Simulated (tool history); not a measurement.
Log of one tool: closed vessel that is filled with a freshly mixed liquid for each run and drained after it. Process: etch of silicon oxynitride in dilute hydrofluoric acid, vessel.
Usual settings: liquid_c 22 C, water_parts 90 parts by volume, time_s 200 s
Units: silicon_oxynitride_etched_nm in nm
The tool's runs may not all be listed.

run    hour  liquid_c  water_parts  time_s  read-back film thickness of the silicon oxynitride reference wafer, read on the same gauge (nm)  silicon_oxynitride_etched_nm
  1       0        21           90     200                                                                                           149.99                          7.28
  2    67.6        22           90     200                                                                                           149.98                          7.68
  3   106.3        22           90     200                                                                                              150                          7.74
  4   161.9        22           90     200                                                                                           150.04                          7.87
  5   231.6        22           90     250                                                                                           149.98                          9.87
  6   299.5        22           55     200                                                                                           149.99                         13.18
  7     340        22           90     200                                                                                           150.02                          8.04
  8   416.4        22           90     200                                                                                           149.97                          8.03
      464.7  -- hydrofluoric acid flow meter replaced
  9   475.7        22           90     200                                                                                           150.06                          7.19
 10   566.2        22           90     200                                                                                           150.02                          7.39
 11   613.1        22           90     200                                                                                           149.99                          7.33
 12   676.2        22          115     200                                                                                           149.99                           5.6
 13   760.3        22          130     200                                                                                           150.01                          5.04
 14  1024.4        22           90     200                                                                                           150.07                          7.53
 15  1061.7        25           90     295                                                                                           150.02                            13
 16  1104.1        22           90     200                                                                                           149.96                          7.57
 17  1161.3        27           50     295                                                                                           150.03                         26.18
 18  1202.6        22           55      85                                                                                           150.02                          5.46
 19  1252.3        22           90     145                                                                                           150.07                          5.65
 20  1289.4      23.5          125     200                                                                                           150.01                          5.92
     1316.2  -- hydrofluoric acid flow meter replaced
     1334.4  -- thermometer replaced
 21  1350.8      17.5          120     200                                                                                              150                          4.71
 22  1449.3      18.5          125     200                                                                                           149.94                          4.81
     1487.2  -- gauge calibrated
 23  1538.5        26           60     300                                                                                           149.99                         22.94
 24  1621.9        22          110     275                                                                                           149.99                          9.19
 25    1923        22           75     200                                                                                           150.01                         10.33
 26  2002.8        22           90     230                                                                                           150.03                          9.72
 27  2061.4      26.5           50     105                                                                                           149.98                          10.2
 28  2121.5        22          120     300                                                                                           149.98                          9.37
 29  2193.6        22           90     300                                                                                           149.96                         12.86
 30  2233.8        22           45     200                                                                                              150                         18.06
 31  2288.3        26           60     300                                                                                           149.97                         24.07
     2302.8  -- hydrofluoric acid flow meter replaced
 32  2337.8        22           90     200                                                                                           149.96                          7.54
 33  2385.6        18           50     200                                                                                           149.99                         11.38
 34    2470      20.5           55     200                                                                                           150.01                         11.72

Forecast each of these 3 alternatives for the next run:
  A  2470.7      23.5           90     200                                                                                                ?                             ?
  B  2470.7      17.5           50     115                                                                                                ?                             ?
  C  2470.7        26           75     200                                                                                                ?                             ?

run  read-back film thickness of the silicon oxynitride reference wafer, read on the same gauge (nm)  silicon_oxynitride_etched_nm
  A                                                                                           150.04                          8.18
  B                                                                                           150.04                          6.44
  C                                                                                           150.04                          11.2
Without the tool's hidden state the same runs would have given:
run  silicon_oxynitride_etched_nm
  A                          8.44
  B                          6.69
  C                         11.56

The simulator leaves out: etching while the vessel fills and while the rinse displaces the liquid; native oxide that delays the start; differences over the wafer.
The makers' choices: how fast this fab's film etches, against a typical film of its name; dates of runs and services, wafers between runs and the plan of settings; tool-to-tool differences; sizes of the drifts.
